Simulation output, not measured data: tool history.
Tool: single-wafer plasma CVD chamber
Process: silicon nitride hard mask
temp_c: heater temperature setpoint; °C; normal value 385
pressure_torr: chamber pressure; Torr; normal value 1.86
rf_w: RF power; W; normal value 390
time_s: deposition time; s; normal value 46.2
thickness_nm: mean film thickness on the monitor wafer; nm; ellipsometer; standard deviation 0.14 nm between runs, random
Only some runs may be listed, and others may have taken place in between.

run   hour  temp_c  pressure_torr  rf_w  time_s  read-back reference wafer on the same gauge, thickness_nm  thickness_nm
  1    0.0     385           1.86   390    46.2                                                     67.304        62.767
  2   16.2     385           1.86   390    46.2                                                     67.297        62.747
  3   28.5     385           1.86   390    46.2                                                     67.350        62.699
  4   36.2     385           1.86   390    39.5                                                     67.272        53.384
  5   53.4     385           1.86   390    39.5                                                     67.317        53.698
  6   69.1     385           1.86   390    48.9                                                     67.323        66.170
  7   76.2     385           1.86   390    48.9                                                     67.325        66.062
  8   93.5     385           1.86   410    46.2                                                     67.305        64.799
  9  100.2     385           1.86   390    49.8                                                     67.265        67.251
     120.3  -- capacitance manometer re-zeroed and calibrated
 10  120.8     385           1.86   390    49.8                                                     67.293        67.163
 11  126.3     385           1.86   390    49.8                                                     67.298        67.123
 12  135.6     377           1.86   390    46.2                                                     67.307        62.408
 13  142.6     377           1.86   390    46.2                                                     67.276        62.399
 14  149.5     385           1.86   390    46.2                                                     67.306        62.252
 15  159.4     385           1.86   390    46.2                                                     67.258        62.062
 16  174.9     385           2.02   390    46.2                                                     67.278        64.271
     183.2  -- gauge calibrated
     188.9  -- thermocouple changed; heater temperature recalibrated
 17  190.4     385           2.20   360    46.2                                                     67.309        62.282
 18  204.3     381           2.13   425    49.9                                                     67.301        75.628
 19  214.9     385           1.86   390    49.8                                                     67.276        66.849
     229.8  -- showerhead replaced
     235.3  -- RF generator calibrated
 20  235.8     385           1.51   410    46.2                                                     67.289        62.036
 21  236.2     391           1.86   390    53.5                                                     67.359        76.488
 22  247.9     385           1.86   450    40.1                                                     67.332        63.515
 23  260.7     385           1.86   390    48.8                                                     67.289        70.322
 24  276.7     385           1.86   390    49.0                                                     67.276        70.292
 25  290.5     391           1.86   390    53.5                                                     67.314        76.452
 26  304.0     393           1.99   390    52.6                                                     67.353        77.383

Below, some changes in thickness_nm between adjacent runs. For each, the amount present without the hidden state too (settings, incoming material, random variation) and the amount remaining for the hidden state with gauge scatter not shared by both compared results:
Unlogged tool condition in this case: wafer temperature above the value expected at the setpoint (K); delivered RF power above the setpoint (%); true pressure above the setpoint (%); gauge reads high (%).
Run 5 -> 6: time_s 39.5 -> 48.9. thickness_nm +12.472 nm: hidden state -0.852, all else +13.324.
Run 17 -> 18: temp_c 385 -> 381, pressure_torr 2.20 -> 2.13, rf_w 360 -> 425, time_s 46.2 -> 49.9. thickness_nm +13.346 nm: hidden state -0.574, all else +13.920.
Run 19 -> 20: pressure_torr 1.86 -> 1.51, rf_w 390 -> 410, time_s 49.8 -> 46.2, showerhead replaced, RF generator calibrated. thickness_nm -4.813 nm: hidden state +4.689, all else -9.502.
Run 20 -> 21: temp_c 385 -> 391, pressure_torr 1.51 -> 1.86, rf_w 410 -> 390, time_s 46.2 -> 53.5. thickness_nm +14.452 nm: hidden state -0.071, all else +14.523.
